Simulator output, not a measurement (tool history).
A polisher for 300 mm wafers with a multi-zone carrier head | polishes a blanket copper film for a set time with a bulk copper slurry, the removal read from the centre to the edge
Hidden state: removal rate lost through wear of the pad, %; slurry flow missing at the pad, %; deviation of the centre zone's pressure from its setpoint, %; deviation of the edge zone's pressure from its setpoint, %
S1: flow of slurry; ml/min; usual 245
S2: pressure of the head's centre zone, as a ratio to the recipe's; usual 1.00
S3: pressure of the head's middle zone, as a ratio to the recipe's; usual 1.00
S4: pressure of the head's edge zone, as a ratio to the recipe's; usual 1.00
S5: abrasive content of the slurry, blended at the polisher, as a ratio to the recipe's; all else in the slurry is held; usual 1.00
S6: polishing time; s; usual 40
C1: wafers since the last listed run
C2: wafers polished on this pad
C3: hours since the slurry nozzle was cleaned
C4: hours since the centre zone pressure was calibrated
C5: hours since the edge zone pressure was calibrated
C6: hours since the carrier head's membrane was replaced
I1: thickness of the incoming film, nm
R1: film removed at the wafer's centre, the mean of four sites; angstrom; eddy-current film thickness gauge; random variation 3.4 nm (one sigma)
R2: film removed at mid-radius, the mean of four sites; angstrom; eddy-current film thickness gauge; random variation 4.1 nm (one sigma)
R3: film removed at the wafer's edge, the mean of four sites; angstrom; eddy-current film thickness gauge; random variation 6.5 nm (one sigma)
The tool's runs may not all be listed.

run     day   S1    S2    S3    S4    S5  S6   C1    C2     C3      C4     C5      C6      I1    R1    R2    R3
  1   0.000  245  1.00  1.00  1.00  1.00  40    0  2672  140.8   387.3  848.5  1583.9  2826.2  4626  4487  4553
      0.212  -- carrier head's membrane replaced by a new one
  2   2.750  245  1.00  1.00  1.00  1.00  40  712  3385  206.8   453.3  914.5    60.9  2845.5  4639  4492  4562
  3   4.592  245  0.95  1.00  1.08  1.00  40  516  3901  251.0   497.5  958.7   105.1  2842.3  4446  4402  4657
      6.050  -- edge zone pressure recalibrated
  4   6.921  245  1.00  1.00  1.00  1.00  40  629  4531  306.9   553.4   20.9   161.0  2765.0  4666  4465  4603
      8.571  -- worn pad replaced by a new one
  5   8.871  245  1.08  1.08  1.03  1.10  40  499    84  353.7   600.2   67.7   207.8  2862.5  5245  4923  4670
  6   9.875  220  1.08  1.04  0.90  1.00  40  281   366  377.8   624.3   91.8   231.9  2875.4  5060  4514  4297
  7  11.642  245  1.00  1.00  1.00  1.00  40  495   861  420.2   666.7  134.2   274.3  2779.1  4682  4410  4533
     11.858  -- slurry nozzle cleaned
  8  14.354  245  0.95  1.00  1.08  1.00  40  748  1610   59.9   731.8  199.3   339.4  2824.6  4502  4413  4742
  9  16.412  245  1.00  1.00  1.00  1.00  29  577  2187  109.3   781.2  248.7   388.8  2845.5  3420  3292  3329
 10  17.958  245  1.10  1.00  1.11  1.15  40  433  2620  146.4   818.3  285.8   425.9  2834.4  5413  4634  5020
 11  20.596  220  0.92  1.00  1.00  1.00  40  739  3360  209.7   881.6  349.1   489.2  2779.7  4246  4323  4551
 12  23.275  245  1.00  0.91  1.00  1.00  40  751  4111  274.0   945.9  413.4   553.5  2824.3  4697  4162  4454
     24.496  -- worn pad replaced by a new one
 13  26.088  245  1.08  1.00  1.00  1.00  40  741   446  341.5  1013.4  480.9   621.0  2818.1  5103  4501  4541
 14  27.933  245  1.07  1.00  1.00  1.00  51  517   964  385.8  1057.7  525.2   665.3  2866.8  6398  5706  5885

Forecast run 15:
 15  30.592  245  1.00  1.00  0.90  0.70  35  745  1709  449.6  1121.5  589.0  729.1  2773.1   ?   ?   ?

Run 15 gave R1 3799 angstrom, R2 3608 angstrom, R3 3518 angstrom.
Without the tool's hidden state the same run would have given R1 3530 angstrom, R2 3609 angstrom, R3 3518 angstrom.
